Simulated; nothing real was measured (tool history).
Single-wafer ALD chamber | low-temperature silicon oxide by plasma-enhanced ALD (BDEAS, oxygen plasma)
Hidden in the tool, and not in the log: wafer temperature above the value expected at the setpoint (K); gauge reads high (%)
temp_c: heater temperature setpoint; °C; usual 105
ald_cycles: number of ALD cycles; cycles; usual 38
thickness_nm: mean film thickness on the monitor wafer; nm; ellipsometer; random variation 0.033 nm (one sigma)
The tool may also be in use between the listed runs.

run	hour	temp_c	ald_cycles	wafers since the last listed run	hours since the last thermocouple change	hours since the gauge calibration	read-back reference wafer on the same gauge, thickness_nm	thickness_nm
1	0	113	38	0	50.7	2825.9	5.424	5.281
2	107.2	105	38	572	157.9	2933.1	5.418	5.362
3	198.6	105	38	488	249.3	3024.5	5.408	5.408
4	276.1	105	38	414	326.8	3102	5.401	5.315
5	323.3	105	34	252	374	3149.2	5.401	4.748
6	368.6	105	34	242	419.3	3194.5	5.392	4.759
7	411.8	105	38	230	462.5	3237.7	5.394	5.271
8	497.6	105	38	458	548.3	3323.5	5.387	5.291
9	771.9	105	38	1465	822.6	3597.8	5.37	5.297
10	877.5	105	38	564	928.2	3703.4	5.349	5.225
11	949.7	105	38	385	1000.4	3775.6	5.348	5.27
12	995.9	105	38	246	1046.6	3821.8	5.347	5.314
13	1034.4	117	38	205	1085.1	3860.3	5.346	5.194
14	1111.1	100	38	409	1161.8	3937	5.344	5.284
15	1157.2	100	38	246	1207.9	3983.1	5.338	5.346
# hour 1195.8: thermocouple changed; heater temperature recalibrated
16	1253	105	38	469	57.2	4078.9	5.327	5.255
17	1300.2	105	38	252	104.4	4126.1	5.326	5.241
18	1352.4	105	38	278	156.6	4178.3	5.321	5.221
# hour 1414.1: gauge calibrated
19	1457.2	105	38	560	261.4	43.1	5.522	5.464
20	1550	105	38	495	354.2	135.9	5.52	5.46
21	1823.5	92	41	1461	627.7	409.4	5.495	5.979
22	1928.6	105	45	561	732.8	514.5	5.49	6.396
23	2027.6	117	38	529	831.8	613.5	5.48	5.296
24	2115.1	119	36	467	919.3	701	5.472	5.003
25	2176.6	91	38	328	980.8	762.5	5.468	5.582
# hour 2226.4: thermocouple changed; heater temperature recalibrated
26	2259.1	95	33	398	32.7	845	5.464	4.843
27	2326.9	105	38	362	100.5	912.8	5.462	5.445
28	2412	114	33	454	185.6	997.9	5.452	4.608
29	2476.4	101	35	344	250	1062.3	5.447	5.018

The next listed run, before its measurement:
30	2574.7	105	38	525	348.3	1160.6	?	?

read-back reference wafer on the same gauge, thickness_nm: 5.444
thickness_nm: 5.367 nm
Without the tool's hidden state the same run would have given thickness_nm 5.495 nm.
